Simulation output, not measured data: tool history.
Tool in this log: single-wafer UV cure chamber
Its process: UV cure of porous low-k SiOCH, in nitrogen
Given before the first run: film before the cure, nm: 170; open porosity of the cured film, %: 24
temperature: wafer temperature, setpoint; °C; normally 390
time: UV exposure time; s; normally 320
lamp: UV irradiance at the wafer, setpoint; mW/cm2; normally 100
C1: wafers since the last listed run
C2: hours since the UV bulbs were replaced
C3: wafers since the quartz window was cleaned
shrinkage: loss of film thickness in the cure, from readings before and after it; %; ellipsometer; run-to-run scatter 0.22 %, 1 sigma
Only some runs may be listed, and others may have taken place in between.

{"run": 1, "hour": 0.0, "temperature": 390, "time": 320, "lamp": 100, "C1": 0, "C2": 23.0, "C3": 858, "shrinkage": 14.806}
{"run": 2, "hour": 32.0, "temperature": 390, "time": 320, "lamp": 100, "C1": 250, "C2": 55.0, "C3": 1109, "shrinkage": 14.971}
{"run": 3, "hour": 70.9, "temperature": 390, "time": 320, "lamp": 100, "C1": 304, "C2": 93.9, "C3": 1413, "shrinkage": 14.888}
{"run": 4, "hour": 102.8, "temperature": 390, "time": 320, "lamp": 100, "C1": 249, "C2": 125.8, "C3": 1663, "shrinkage": 14.278}
{"run": 5, "hour": 161.5, "temperature": 402, "time": 320, "lamp": 100, "C1": 459, "C2": 184.5, "C3": 2123, "shrinkage": 14.81}
{"run": 6, "hour": 236.4, "temperature": 390, "time": 320, "lamp": 100, "C1": 586, "C2": 259.4, "C3": 2709, "shrinkage": 14.589}
{"run": 7, "hour": 264.2, "temperature": 390, "time": 320, "lamp": 100, "C1": 217, "C2": 287.2, "C3": 2927, "shrinkage": 14.161}
{"hour": 310.9, "done": "quartz window cleaned"}
{"run": 8, "hour": 386.3, "temperature": 390, "time": 320, "lamp": 100, "C1": 893, "C2": 409.3, "C3": 590, "shrinkage": 13.983}
{"run": 9, "hour": 418.2, "temperature": 390, "time": 320, "lamp": 100, "C1": 249, "C2": 441.2, "C3": 840, "shrinkage": 14.567}
{"run": 10, "hour": 475.3, "temperature": 396, "time": 320, "lamp": 100, "C1": 447, "C2": 498.3, "C3": 1287, "shrinkage": 13.725}
{"run": 11, "hour": 533.3, "temperature": 396, "time": 320, "lamp": 100, "C1": 454, "C2": 556.3, "C3": 1741, "shrinkage": 14.316}
{"run": 12, "hour": 611.3, "temperature": 396, "time": 320, "lamp": 100, "C1": 610, "C2": 634.3, "C3": 2352, "shrinkage": 13.594}
{"run": 13, "hour": 650.9, "temperature": 390, "time": 320, "lamp": 100, "C1": 310, "C2": 673.9, "C3": 2662, "shrinkage": 13.876}
{"run": 14, "hour": 707.4, "temperature": 390, "time": 320, "lamp": 100, "C1": 442, "C2": 730.4, "C3": 3104, "shrinkage": 13.51}
{"run": 15, "hour": 749.9, "temperature": 390, "time": 320, "lamp": 100, "C1": 332, "C2": 772.9, "C3": 3437, "shrinkage": 13.473}
{"hour": 779.9, "done": "quartz window cleaned"}
{"run": 16, "hour": 784.7, "temperature": 390, "time": 320, "lamp": 100, "C1": 209, "C2": 807.7, "C3": 37, "shrinkage": 13.684}
{"run": 17, "hour": 851.5, "temperature": 390, "time": 320, "lamp": 100, "C1": 523, "C2": 874.5, "C3": 560, "shrinkage": 13.261}
{"run": 18, "hour": 921.6, "temperature": 384, "time": 320, "lamp": 100, "C1": 548, "C2": 944.6, "C3": 1109, "shrinkage": 13.207}
{"run": 19, "hour": 946.3, "temperature": 384, "time": 320, "lamp": 100, "C1": 193, "C2": 969.3, "C3": 1302, "shrinkage": 12.922}
{"run": 20, "hour": 979.7, "temperature": 390, "time": 320, "lamp": 116, "C1": 261, "C2": 1002.7, "C3": 1564, "shrinkage": 13.943}
{"run": 21, "hour": 1019.3, "temperature": 374, "time": 420, "lamp": 119, "C1": 310, "C2": 1042.3, "C3": 1874, "shrinkage": 15.203}
{"run": 22, "hour": 1046.8, "temperature": 390, "time": 320, "lamp": 100, "C1": 215, "C2": 1069.8, "C3": 2090, "shrinkage": 13.147}
{"hour": 1059.7, "done": "UV bulbs replaced"}
{"run": 23, "hour": 1074.6, "temperature": 410, "time": 320, "lamp": 126, "C1": 155, "C2": 14.9, "C3": 2245, "shrinkage": 16.349}
{"run": 24, "hour": 1118.1, "temperature": 377, "time": 320, "lamp": 84, "C1": 340, "C2": 58.4, "C3": 2585, "shrinkage": 13.525}
{"run": 25, "hour": 1156.3, "temperature": 390, "time": 160, "lamp": 100, "C1": 299, "C2": 96.6, "C3": 2884, "shrinkage": 11.468}
{"hour": 1247.9, "done": "quartz window cleaned"}
{"run": 26, "hour": 1370.6, "temperature": 402, "time": 320, "lamp": 139, "C1": 1615, "C2": 310.9, "C3": 961, "shrinkage": 15.629}
{"run": 27, "hour": 1424.6, "temperature": 404, "time": 320, "lamp": 84, "C1": 422, "C2": 364.9, "C3": 1384, "shrinkage": 13.661}

Predict the results of run 28:
{"run": 28, "hour": 1454.4, "temperature": 390, "time": 320, "lamp": 100, "C1": 233, "C2": 394.7, "C3": 1617, "shrinkage": "?"}

{"run 28": {"shrinkage": 14.519}}
With the hidden condition absent and the run-to-run variation left alone, this run would have shown shrinkage 15.240 %.
